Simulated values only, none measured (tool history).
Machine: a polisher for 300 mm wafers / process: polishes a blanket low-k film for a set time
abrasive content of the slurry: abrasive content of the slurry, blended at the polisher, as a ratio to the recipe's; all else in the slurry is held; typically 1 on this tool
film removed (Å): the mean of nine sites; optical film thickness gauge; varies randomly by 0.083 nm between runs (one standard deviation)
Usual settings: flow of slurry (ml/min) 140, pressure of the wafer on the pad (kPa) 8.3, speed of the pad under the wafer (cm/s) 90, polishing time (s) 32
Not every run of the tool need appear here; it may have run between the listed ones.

run	hour	flow of slurry (ml/min)	pressure of the wafer on the pad (kPa)	speed of the pad under the wafer (cm/s)	abrasive content of the slurry	polishing time (s)	incoming thickness of the incoming film, nm	film removed (Å)
1	0	140	8.3	90	0.85	32	558.6	82
2	34.7	140	8.3	90	0.85	32	563.1	84
# hour 54.4: worn pad replaced by a new one
3	64.5	140	8.3	90	0.85	32	566.1	82
4	95.5	140	8.3	90	1	32	556	88
5	125.5	140	8.3	90	1.1	32	554.6	93
# hour 195.4: worn pad replaced by a new one
# hour 201.8: slurry blender recalibrated
6	208	140	8.3	90	1	32	569.8	85
# hour 226: slurry nozzle cleaned
7	227.7	140	8.3	90	1	27	554.7	75
8	250.4	140	8.3	90	1	27	568.5	75
# hour 257.3: head pressure recalibrated
9	270.5	140	8.3	90	1.25	32	558.4	99
10	285.3	140	8.3	90	1	32	563.2	89
11	302.7	140	8.3	90	1	32	560.2	89
# hour 315.6: worn pad replaced by a new one
12	316.1	190	8.3	90	1	23	568.6	67
# hour 334.4: conditioning disc replaced and pad reconditioned
13	343.8	160	8.3	90	1	32	561.8	92
14	376	140	8.3	90	1	32	560.2	89
15	389.8	140	6.2	90	1	36	556.9	79
16	408.4	140	6.9	70	1.2	37	559.4	79
# hour 459.9: worn pad replaced by a new one
17	467.3	140	6.2	90	1	36	559.4	78
# hour 487.9: slurry nozzle cleaned
18	495.2	125	6.2	74	1	37	564.7	70
19	563.5	140	8.3	90	1.25	39	547.4	120
# hour 573.7: worn pad replaced by a new one
20	581.9	175	6.9	90	1	32	562	82
21	601.6	140	8.3	90	1	32	564.8	88
22	627.8	110	8.3	90	1	32	557	84

What the log doesn't show, run by run:
removal rate lost through wear of the pad, %: 0 on each run
deviation of the head's pressure from its setpoint, %: 0 on each run
abrasive missing from the slurry, %: 0 on each run
time polished since the conditioner stopped cutting, s: 0 on each run
H1: slurry flow missing at the pad, %
run	H1
1	1.26
2	2.79
3	4.58
4	6.93
5	9.67
6	19.6
7	0.551
8	0.702
9	1.06
10	1.45
11	2.05
12	2.62
13	4.08
14	6.28
15	7.38
16	9.02
17	15.4
18	2.67
19	4.11
20	4.9
21	5.95
22	7.64
